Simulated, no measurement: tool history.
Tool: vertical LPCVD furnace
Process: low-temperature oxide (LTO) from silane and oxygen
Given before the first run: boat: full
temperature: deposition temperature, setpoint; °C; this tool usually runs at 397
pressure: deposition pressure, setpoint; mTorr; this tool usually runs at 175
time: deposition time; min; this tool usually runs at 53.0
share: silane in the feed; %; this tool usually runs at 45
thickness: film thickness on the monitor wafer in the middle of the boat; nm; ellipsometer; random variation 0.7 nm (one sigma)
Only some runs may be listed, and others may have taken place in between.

run    day  temperature  pressure  time  share  wafers since the last listed run  hours since the last temperature calibration  hours since the pressure gauge was zeroed  hours since the silane flow controller was replaced  hours since the gauge calibration  read-back reference wafer on the same gauge, thickness  thickness
  1  0.000          397       175  53.0     40                                 0                                        4489.9                                     2971.8                                               6948.9                              250.9                                                  385.77     413.52
  2  0.550          397       175  53.0     40                               175                                        4503.1                                     2985.0                                               6962.1                              264.1                                                  385.96     412.50
  3  0.929          397       175  66.5     39                               120                                        4512.2                                     2994.1                                               6971.2                              273.2                                                  385.98     500.69
  4  1.258          397       175  66.5     39                               104                                        4520.1                                     3002.0                                               6979.1                              281.1                                                  386.20     500.14
  5  1.575          397       175  66.5     39                               100                                        4527.7                                     3009.6                                               6986.7                              288.7                                                  386.14     501.72
  6  2.479          397       175  53.0     45                               288                                        4549.4                                     3031.3                                               7008.4                              310.4                                                  386.16     469.47
     3.921  -- pressure gauge zeroed
     4.104  -- silane flow controller replaced
  7  4.125          397       175  53.0     45                               147                                        4588.9                                        4.9                                                  0.5                              349.9                                                  385.86     483.83
  8  4.312          397       175  53.0     45                                59                                        4593.4                                        9.4                                                  5.0                              354.4                                                  386.07     485.17
  9  4.500          397       175  53.0     45                                59                                        4597.9                                       13.9                                                  9.5                              358.9                                                  386.12     485.20
 10  4.775          397       175  53.0     45                                87                                        4604.5                                       20.5                                                 16.1                              365.5                                                  386.12     483.47
 11  5.375          397       175  53.0     45                               191                                        4618.9                                       34.9                                                 30.5                              379.9                                                  385.68     483.93
 12  5.892          397       175  53.0     45                               164                                        4631.3                                       47.3                                                 42.9                              392.3                                                  385.67     485.08
 13  6.404          407       185  39.5     45                               163                                        4643.6                                       59.6                                                 55.2                              404.6                                                  386.00     422.95
     7.458  -- thermocouples replaced and temperature profile calibrated
 14  7.479          397       175  53.0     45                                23                                           0.5                                       85.4                                                 81.0                              430.4                                                  385.94     464.24
 15  8.042          397       175  53.0     45                               179                                          14.0                                       98.9                                                 94.5                              443.9                                                  386.06     463.38
 16  8.446          397       140  53.0     40                               128                                          23.7                                      108.6                                                104.2                              453.6                                                  386.10     325.08

Estimate the outcome of run 17 from the log above:
 17  9.029          393       145  58.5     45                               185                                          37.7                                      122.6                                                118.2                              467.6                                                       ?          ?

read-back reference wafer on the same gauge, thickness: 385.89
thickness: 405.29 nm
With no hidden state in the tool, this same run would have given thickness 405.35 nm.
